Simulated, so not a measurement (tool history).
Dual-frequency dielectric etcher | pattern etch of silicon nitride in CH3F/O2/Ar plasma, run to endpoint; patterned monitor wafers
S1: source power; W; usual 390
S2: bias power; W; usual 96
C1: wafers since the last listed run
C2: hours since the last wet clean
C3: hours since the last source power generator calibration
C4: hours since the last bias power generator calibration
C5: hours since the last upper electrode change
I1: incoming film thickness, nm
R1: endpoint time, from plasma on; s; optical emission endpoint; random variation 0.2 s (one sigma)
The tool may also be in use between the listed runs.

run 1 hour=0 | S1=390 S2=96 | C1=0 C2=114.2 C3=2253.1 C4=1273.6 C5=3877.6 | I1=55.5 | R1=66.4
run 2 hour=51.5 | S1=390 S2=96 | C1=618 C2=165.7 C3=2304.6 C4=1325.1 C5=3929.1 | I1=55.7 | R1=66.8
run 3 hour=80.2 | S1=390 S2=96 | C1=344 C2=194.4 C3=2333.3 C4=1353.8 C5=3957.8 | I1=55.7 | R1=67.3
run 4 hour=122.9 | S1=390 S2=106 | C1=512 C2=237.1 C3=2376 C4=1396.5 C5=4000.5 | I1=55.4 | R1=64.2
run 5 hour=228.4 | S1=390 S2=106 | C1=1266 C2=342.6 C3=2481.5 C4=1502 C5=4106 | I1=55.5 | R1=65.2
-- hour=292.1 wet clean of the chamber
run 6 hour=292.6 | S1=440 S2=113 | C1=482 C2=0.5 C3=2545.7 C4=1566.2 C5=4170.2 | I1=55.5 | R1=60
run 7 hour=354.8 | S1=440 S2=113 | C1=746 C2=62.7 C3=2607.9 C4=1628.4 C5=4232.4 | I1=55.6 | R1=60.4
run 8 hour=403.9 | S1=390 S2=96 | C1=589 C2=111.8 C3=2657 C4=1677.5 C5=4281.5 | I1=55.6 | R1=65.9
run 9 hour=446.4 | S1=390 S2=96 | C1=510 C2=154.3 C3=2699.5 C4=1720 C5=4324 | I1=55.5 | R1=66.2
run 10 hour=511.7 | S1=390 S2=96 | C1=784 C2=219.6 C3=2764.8 C4=1785.3 C5=4389.3 | I1=55.5 | R1=66.1
-- hour=627.5 wet clean of the chamber
run 11 hour=713.4 | S1=390 S2=96 | C1=2134 C2=85.9 C3=2966.5 C4=1987 C5=4591 | I1=55.5 | R1=65.7
-- hour=768.2 bias power generator calibrated
run 12 hour=782.6 | S1=390 S2=96 | C1=783 C2=155.1 C3=3035.7 C4=14.4 C5=4660.2 | I1=55.9 | R1=65.8
run 13 hour=813.8 | S1=390 S2=96 | C1=374 C2=186.3 C3=3066.9 C4=45.6 C5=4691.4 | I1=55.7 | R1=65.7
run 14 hour=845.3 | S1=390 S2=96 | C1=378 C2=217.8 C3=3098.4 C4=77.1 C5=4722.9 | I1=55.5 | R1=65.9
run 15 hour=911.2 | S1=470 S2=83 | C1=791 C2=283.7 C3=3164.3 C4=143 C5=4788.8 | I1=55 | R1=66.2
-- hour=966.8 wet clean of the chamber
run 16 hour=975.2 | S1=450 S2=107 | C1=480 C2=8.4 C3=3228.3 C4=207 C5=4852.8 | I1=55.8 | R1=61.4
run 17 hour=1019.4 | S1=350 S2=114 | C1=530 C2=52.6 C3=3272.5 C4=251.2 C5=4897 | I1=55.8 | R1=63
run 18 hour=1047.6 | S1=360 S2=96 | C1=338 C2=80.8 C3=3300.7 C4=279.4 C5=4925.2 | I1=55.8 | R1=67.5
run 19 hour=1104.1 | S1=390 S2=96 | C1=678 C2=137.3 C3=3357.2 C4=335.9 C5=4981.7 | I1=55.8 | R1=66.6
run 20 hour=1129.3 | S1=460 S2=96 | C1=302 C2=162.5 C3=3382.4 C4=361.1 C5=5006.9 | I1=55.2 | R1=63.4
run 21 hour=1167.4 | S1=340 S2=79 | C1=457 C2=200.6 C3=3420.5 C4=399.2 C5=5045 | I1=55.4 | R1=73
-- hour=1188.4 source power generator calibrated
-- hour=1223.7 upper electrode replaced
run 22 hour=1232.1 | S1=390 S2=84 | C1=440 C2=265.3 C3=43.7 C4=463.9 C5=8.4 | I1=55.3 | R1=69.8
run 23 hour=1282.6 | S1=390 S2=96 | C1=606 C2=315.8 C3=94.2 C4=514.4 C5=58.9 | I1=54.7 | R1=66.2
run 24 hour=1315.9 | S1=390 S2=96 | C1=399 C2=349.1 C3=127.5 C4=547.7 C5=92.2 | I1=56.1 | R1=68
run 25 hour=1361.1 | S1=390 S2=96 | C1=542 C2=394.3 C3=172.7 C4=592.9 C5=137.4 | I1=55.8 | R1=68
-- hour=1388.1 wet clean of the chamber
run 26 hour=1408.4 | S1=390 S2=96 | C1=279 C2=20.3 C3=220 C4=640.2 C5=184.7 | I1=56.2 | R1=66.5
run 27 hour=1448 | S1=340 S2=115 | C1=475 C2=59.9 C3=259.6 C4=679.8 C5=224.3 | I1=55.3 | R1=63.3
run 28 hour=1509.3 | S1=420 S2=105 | C1=736 C2=121.2 C3=320.9 C4=741.1 C5=285.6 | I1=56.1 | R1=63.9
run 29 hour=1556.5 | S1=320 S2=113 | C1=566 C2=168.4 C3=368.1 C4=788.3 C5=332.8 | I1=55.7 | R1=65

Forecast each of these 5 alternatives for the next run:
run A hour=1556.9 | S1=390 S2=89 | C1=4 C2=168.8 C3=368.5 C4=788.7 C5=333.2 | I1=55.6 | R1=?
run B hour=1556.9 | S1=490 S2=75 | C1=4 C2=168.8 C3=368.5 C4=788.7 C5=333.2 | I1=55.6 | R1=?
run C hour=1556.9 | S1=360 S2=118 | C1=4 C2=168.8 C3=368.5 C4=788.7 C5=333.2 | I1=55.6 | R1=?
run D hour=1556.9 | S1=470 S2=80 | C1=4 C2=168.8 C3=368.5 C4=788.7 C5=333.2 | I1=55.6 | R1=?
run E hour=1556.9 | S1=330 S2=118 | C1=4 C2=168.8 C3=368.5 C4=788.7 C5=333.2 | I1=55.6 | R1=?

run=A R1=68.7
run=B R1=69.4
run=C R1=62.9
run=D R1=68.5
run=E R1=64
Without the tool's hidden state the same runs would have given:
run=A R1=67
run=B R1=67.7
run=C R1=61.3
run=D R1=66.8
run=E R1=62.3
